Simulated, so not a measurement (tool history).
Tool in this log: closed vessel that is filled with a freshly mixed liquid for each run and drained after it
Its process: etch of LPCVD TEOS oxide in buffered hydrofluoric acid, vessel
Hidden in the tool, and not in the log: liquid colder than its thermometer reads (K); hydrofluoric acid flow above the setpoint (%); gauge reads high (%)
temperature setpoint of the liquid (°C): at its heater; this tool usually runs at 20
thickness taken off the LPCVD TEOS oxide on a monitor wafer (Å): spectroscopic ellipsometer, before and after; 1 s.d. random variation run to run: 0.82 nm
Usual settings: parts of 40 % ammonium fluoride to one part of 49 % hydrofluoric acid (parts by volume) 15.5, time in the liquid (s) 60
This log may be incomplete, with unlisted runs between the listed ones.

run,hour,temperature setpoint of the liquid (°C),parts of 40 % ammonium fluoride to one part of 49 % hydrofluoric acid (parts by volume),time in the liquid (s),wafers since the last listed run,hours since the thermometer was replaced,hours since the hydrofluoric acid flow meter was replaced,hours since the gauge calibration,"read-back film thickness of the LPCVD TEOS oxide reference wafer, read on the same gauge (nm)",thickness taken off the LPCVD TEOS oxide on a monitor wafer (Å)
1,0,20,19.5,60,0,1479.8,758.5,1221.1,129.97,726.7
2,44.9,20,19.5,60,3154,1524.7,803.4,1266,130,755.3
3,204.2,20,19.5,60,11190,1684,962.7,1425.3,130,740.9
4,267.5,20,15.5,30,4446,1747.3,1026,1488.6,129.99,464.1
5,313,20,15.5,30,3196,1792.8,1071.5,1534.1,129.98,466.9
6,368.2,20,15.5,40,3877,1848,1126.7,1589.3,129.99,618.7
7,417.8,20,15.5,60,3484,1897.6,1176.3,1638.9,130.05,921.4
8,585.5,20,15.5,60,11781,2065.3,1344,1806.6,130.01,925.7
9,629.2,20,15.5,60,3069,2109,1387.7,1850.3,130,922.1
10,674.6,20,15.5,60,3189,2154.4,1433.1,1895.7,129.95,934.1
# hour 814.8: thermometer replaced
11,819.8,20,15.5,60,10130,5,1578.3,2040.9,130.01,1036.6
12,855.2,20,19.5,75,2486,40.4,1613.7,2076.3,130.01,1035
# hour 877.6: gauge calibrated
13,892.9,20,19.5,75,2648,78.1,1651.4,15.3,130.03,1031.2
14,922,20,19.5,75,2044,107.2,1680.5,44.4,130.01,1029.6
15,948.3,20,15.5,60,1847,133.5,1706.8,70.7,129.99,1023.5
16,990.9,20,13.5,40,2992,176.1,1749.4,113.3,129.97,795.6
17,1022.7,18,12,30,2233,207.9,1781.2,145.1,130.01,593
18,1083.9,20,15.5,60,4299,269.1,1842.4,206.3,130,1040.3
19,1136.8,18.5,12,75,3716,322,1895.3,259.2,129.99,1515.4
20,1204.9,20,13.5,60,4784,390.1,1963.4,327.3,129.98,1187.2
21,1267.5,20,9.5,40,4397,452.7,2026,389.9,130.01,1066.8
22,1300.7,23.5,15.5,35,2332,485.9,2059.2,423.1,129.98,720.2
23,1354.1,23.5,21.5,60,3751,539.3,2112.6,476.5,130.02,918.5
# hour 1360.4: hydrofluoric acid flow meter replaced
24,1418.7,23.5,21.5,60,4467,603.9,58.3,541.1,129.98,820.4
25,1472.6,20,15.5,85,3786,657.8,112.2,595,129.98,1311.5
26,1504.9,20,15.5,60,2269,690.1,144.5,627.3,130,905.9
27,1576.3,24.5,13.5,45,5015,761.5,215.9,698.7,129.99,1015.6
28,1636.9,23.5,18.5,70,4257,822.1,276.5,759.3,130,1085.7
29,1705,23,11,90,4784,890.2,344.6,827.4,129.98,2317.1
30,1744.4,24.5,15.5,60,2767,929.6,384,866.8,130.03,1189.8

Predict each of these 3 candidate next runs independently; none follows another, all start after run 30:
A,1745.1,20,21,60,49,930.3,384.7,867.5,?,?
B,1745.1,20,15.5,45,49,930.3,384.7,867.5,?,?
C,1745.1,18.5,21,45,49,930.3,384.7,867.5,?,?

run,"read-back film thickness of the LPCVD TEOS oxide reference wafer, read on the same gauge (nm)",thickness taken off the LPCVD TEOS oxide on a monitor wafer (Å)
A,130.02,685.3
B,130.02,689.2
C,130.02,471.9
What these runs would have given with no unlogged condition in the tool:
run,thickness taken off the LPCVD TEOS oxide on a monitor wafer (Å)
A,727.5
B,725.7
C,501.3
